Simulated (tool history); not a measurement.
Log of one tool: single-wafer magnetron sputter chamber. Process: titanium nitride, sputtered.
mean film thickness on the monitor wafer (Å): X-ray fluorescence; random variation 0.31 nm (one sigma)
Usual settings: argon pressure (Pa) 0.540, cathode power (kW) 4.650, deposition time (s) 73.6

run      day  argon pressure (Pa)  cathode power (kW)  deposition time (s)  wafers since the last listed run  wafers on the sputter target  hours since the last manometer calibration  hours since the magnet pack was replaced  hours since the gauge calibration  read-back reference wafer on the same gauge, thickness_nm  mean film thickness on the monitor wafer (Å)
  1    0.000                0.540               4.650                 73.6                                 0                          8418                                       764.7                                    8440.3                             1369.7                                                     75.097                                        629.89
       3.612  -- sputter target and shields replaced
  2    3.692                0.493               4.650                 73.6                              1712                            40                                       853.3                                    8528.9                             1458.3                                                     75.077                                        644.31
  3    6.371                0.493               4.650                 73.6                              1366                          1406                                       917.6                                    8593.2                             1522.6                                                     75.080                                        641.51
  4    9.504                0.540               5.050                 64.4                              1597                          3004                                       992.8                                    8668.4                             1597.8                                                     75.110                                        589.62
  5   13.438                0.540               5.050                 64.4                              2005                          5009                                      1087.2                                    8762.8                             1692.2                                                     75.112                                        596.56
  6   16.375                0.540               5.050                 64.4                              1497                          6507                                      1157.7                                    8833.3                             1762.7                                                     75.092                                        587.23
  7   17.912                0.540               4.650                 73.6                               783                          7291                                      1194.6                                    8870.2                             1799.6                                                     75.078                                        627.51
  8   19.467                0.540               4.650                 73.6                               792                          8083                                      1231.9                                    8907.5                             1836.9                                                     75.114                                        627.43
      21.946  -- sputter target and shields replaced
  9   22.325                0.540               4.650                 73.6                              1287                           194                                      1300.5                                    8976.1                             1905.5                                                     75.109                                        628.45
 10   25.562                0.540               4.650                 73.6                              1650                          1844                                      1378.2                                    9053.8                             1983.2                                                     75.217                                        627.33
 11   30.996                0.540               4.650                 73.6                              2770                          4615                                      1508.6                                    9184.2                             2113.6                                                     75.144                                        623.95
 12   36.917                0.540               4.650                 73.6                              3018                          7634                                      1650.7                                    9326.3                             2255.7                                                     75.124                                        620.32
 13   38.700                0.540               4.650                 73.6                               909                          8543                                      1693.5                                    9369.1                             2298.5                                                     75.057                                        627.10
 14   40.842                0.540               4.650                 73.6                              1091                          9635                                      1744.9                                    9420.5                             2349.9                                                     75.104                                        621.63
 15   43.362                0.540               4.650                 73.6                              1285                         10920                                      1805.4                                    9481.0                             2410.4                                                     75.067                                        624.84
      43.862  -- sputter target and shields replaced
 16   45.567                0.540               4.650                 73.6                               953                           868                                      1858.3                                    9533.9                             2463.3                                                     75.170                                        619.34
      47.012  -- magnet pack replaced
 17   49.367                0.540               4.650                 73.6                              1767                          2636                                      1949.5                                      56.5                             2554.5                                                     75.134                                        623.83
 18   52.525                0.540               4.650                 73.6                              1610                          4246                                      2025.3                                     132.3                             2630.3                                                     75.125                                        621.70
 19   56.038                0.602               3.750                 73.6                              1790                          6037                                      2109.6                                     216.6                             2714.6                                                     75.069                                        504.75
      56.050  -- gauge calibrated
 20   60.242                0.742               4.650                 73.6                              2143                          8181                                      2210.5                                     317.5                              100.6                                                     75.115                                        575.21
      62.438  -- sputter target and shields replaced
 21   64.229                0.540               4.650                 86.6                              1863                           913                                      2306.2                                     413.2                              196.3                                                     75.159                                        731.15
 22   67.258                0.331               4.000                 82.8                              1544                          2458                                      2378.9                                     485.9                              269.0                                                     75.004                                        666.05
 23   71.200                0.540               4.650                 73.6                              2009                          4468                                      2473.5                                     580.5                              363.6                                                     75.130                                        616.54
 24   72.933                0.370               3.850                 78.9                               883                          5351                                      2515.1                                     622.1                              405.2                                                     75.034                                        607.51
      74.442  -- capacitance manometer re-zeroed and calibrated
 25   74.479                0.344               4.650                 73.6                               618                          5970                                         0.9                                     659.2                              442.3                                                     75.165                                        683.88
 26   77.779                0.540               4.650                 79.7                              1682                          7652                                        80.1                                     738.4                              521.5                                                     75.090                                        687.23
 27   80.446                0.326               5.700                 73.6                              1359                          9012                                       144.1                                     802.4                              585.5                                                     75.102                                        820.99
 28   83.383                0.388               5.150                 65.4                              1497                         10510                                       214.6                                     872.9                              656.0                                                     75.085                                        652.04
      85.775  -- sputter target and shields replaced
 29   86.388                0.388               5.150                 65.4                              1361                           313                                       286.7                                     945.0                              728.1                                                     75.071                                        650.19
 30   89.067                0.540               3.500                 73.6                              1366                          1679                                       351.0                                    1009.3                              792.4                                                     75.117                                        494.76
 31   92.046                0.443               4.650                 73.6                              1519                          3198                                       422.5                                    1080.8                              863.9                                                     75.085                                        651.64
 32   95.346                0.540               5.650                 78.9                              1682                          4880                                       501.7                                    1160.0                              943.1                                                     75.124                                        804.26
 33   98.821                0.540               5.500                 62.2                              1771                          6652                                       585.1                                    1243.4                             1026.5                                                     75.119                                        611.93
 34  101.617                0.632               4.650                 60.6                              1425                          8078                                       652.2                                    1310.5                             1093.6                                                     75.097                                        500.52

Forecast each of these 3 alternatives for the next run:
  A  101.633                0.540               4.650                 73.6                                 8                          8086                                       652.6                                    1310.9                             1094.0                                                          ?                                             ?
  B  101.633                0.706               4.000                 87.7                                 8                          8086                                       652.6                                    1310.9                             1094.0                                                          ?                                             ?
  C  101.633                0.540               5.050                 73.6                                 8                          8086                                       652.6                                    1310.9                             1094.0                                                          ?                                             ?

run  read-back reference wafer on the same gauge, thickness_nm  mean film thickness on the monitor wafer (Å)
  A                                                     75.075                                        628.77
  B                                                     75.075                                        619.16
  C                                                     75.075                                        675.84
Without the tool's hidden state the same runs would have given:
run  mean film thickness on the monitor wafer (Å)
  A                                        632.71
  B                                        624.10
  C                                        680.06
